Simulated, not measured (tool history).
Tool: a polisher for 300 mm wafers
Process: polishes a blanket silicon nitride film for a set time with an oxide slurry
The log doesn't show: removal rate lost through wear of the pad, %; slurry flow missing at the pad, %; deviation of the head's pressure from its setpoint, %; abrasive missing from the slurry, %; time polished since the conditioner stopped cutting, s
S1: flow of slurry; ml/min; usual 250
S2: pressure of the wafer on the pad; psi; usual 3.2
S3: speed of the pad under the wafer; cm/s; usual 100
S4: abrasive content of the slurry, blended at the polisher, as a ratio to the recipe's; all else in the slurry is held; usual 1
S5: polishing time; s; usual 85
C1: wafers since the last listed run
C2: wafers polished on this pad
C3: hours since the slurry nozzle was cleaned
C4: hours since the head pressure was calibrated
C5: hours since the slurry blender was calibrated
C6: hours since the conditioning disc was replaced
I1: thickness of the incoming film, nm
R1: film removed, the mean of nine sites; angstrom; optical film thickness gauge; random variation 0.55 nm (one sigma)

run	day	S1	S2	S3	S4	S5	C1	C2	C3	C4	C5	C6	I1	R1
1	0	250	3.2	100	1	85	0	47	89.1	1228.2	132.7	166.6	531.6	461
2	0.442	250	3.2	100	1	85	106	154	99.7	1238.8	143.3	177.2	542.7	471
3	1.025	250	3.2	100	1	85	140	295	113.7	1252.8	157.3	191.2	546.3	464
4	1.367	250	3.2	100	1	85	82	377	121.9	1261	165.5	199.4	536.9	460
5	2.058	250	3.2	100	1	85	166	544	138.5	1277.6	182.1	216	541.3	451
6	2.45	250	3.2	100	1	85	94	638	147.9	1287	191.5	225.4	539.9	459
# day 3.038: worn pad replaced by a new one
7	3.058	250	3.2	74	1	85	106	4	162.5	1301.6	206.1	240	539.1	363
# day 3.212: slurry blender recalibrated
8	3.288	250	3.2	100	1	85	35	39	168	1307.1	1.8	245.5	536.8	453
9	3.858	250	3.2	100	1	85	137	177	181.7	1320.8	15.5	259.2	549.7	460
10	4.458	250	3.2	100	1	85	144	322	196.1	1335.2	29.9	273.6	537.9	444
11	5.142	250	3.8	100	0.8	85	164	486	212.5	1351.6	46.3	290	543.2	464
12	5.658	250	3.2	70	1.15	65	124	611	224.9	1364	58.7	302.4	542.2	270
# day 6.242: slurry nozzle cleaned
# day 6.538: worn pad replaced by a new one
13	6.558	250	3.2	134	1	69	166	4	7.6	1385.6	80.3	324	540.6	495
# day 7: head pressure recalibrated
14	7.021	200	3.2	100	1	72	91	95	18.7	0.5	91.4	335.1	532.1	390
# day 7.554: conditioning disc replaced and pad reconditioned
15	7.567	185	3.2	76	1.1	85	111	207	31.8	13.6	104.5	0.3	543	383
16	8.104	250	3.2	100	1	85	129	337	44.7	26.5	117.4	13.2	534.7	464
17	8.738	250	3.2	100	1	85	152	489	59.9	41.7	132.6	28.4	535.1	484
18	9.071	250	2.4	136	1.1	75	80	570	67.9	49.7	140.6	36.4	549.8	410
19	9.329	185	3.6	100	0.75	85	62	632	74.1	55.9	146.8	42.6	542.9	435
# day 9.938: worn pad replaced by a new one
20	10.075	250	3.2	100	1	85	139	32	92	73.8	164.7	60.5	531	472

Hidden state at the last listed run before each entry between runs and at the first one after, where it differs:
Between runs 6 and 7: worn pad replaced by a new one (day 3.038)
  slurry flow missing at the pad, %: 28.3 -> 30.7
  measured less the result without the state, R1: -22 -> -20 angstrom
Between runs 7 and 8: slurry blender recalibrated (day 3.212)
  slurry flow missing at the pad, %: 30.7 -> 31.7
  measured less the result without the state, R1: -20 -> -26 angstrom
Between runs 12 and 13: slurry nozzle cleaned (day 6.242); worn pad replaced by a new one (day 6.538)
  slurry flow missing at the pad, %: 41.1 -> 2.41
  measured less the result without the state, R1: -25 -> -2 angstrom
Between runs 13 and 14: head pressure recalibrated (day 7)
  slurry flow missing at the pad, %: 2.41 -> 4.24
  measured less the result without the state, R1: -2 -> -3 angstrom
Between runs 14 and 15: conditioning disc replaced and pad reconditioned (day 7.554)
  slurry flow missing at the pad, %: 4.24 -> 6.41
  measured less the result without the state, R1: -3 -> -4 angstrom
Between runs 19 and 20: worn pad replaced by a new one (day 9.938)
  slurry flow missing at the pad, %: 13.4 -> 16.4
  measured less the result without the state, R1: -11 -> -12 angstrom

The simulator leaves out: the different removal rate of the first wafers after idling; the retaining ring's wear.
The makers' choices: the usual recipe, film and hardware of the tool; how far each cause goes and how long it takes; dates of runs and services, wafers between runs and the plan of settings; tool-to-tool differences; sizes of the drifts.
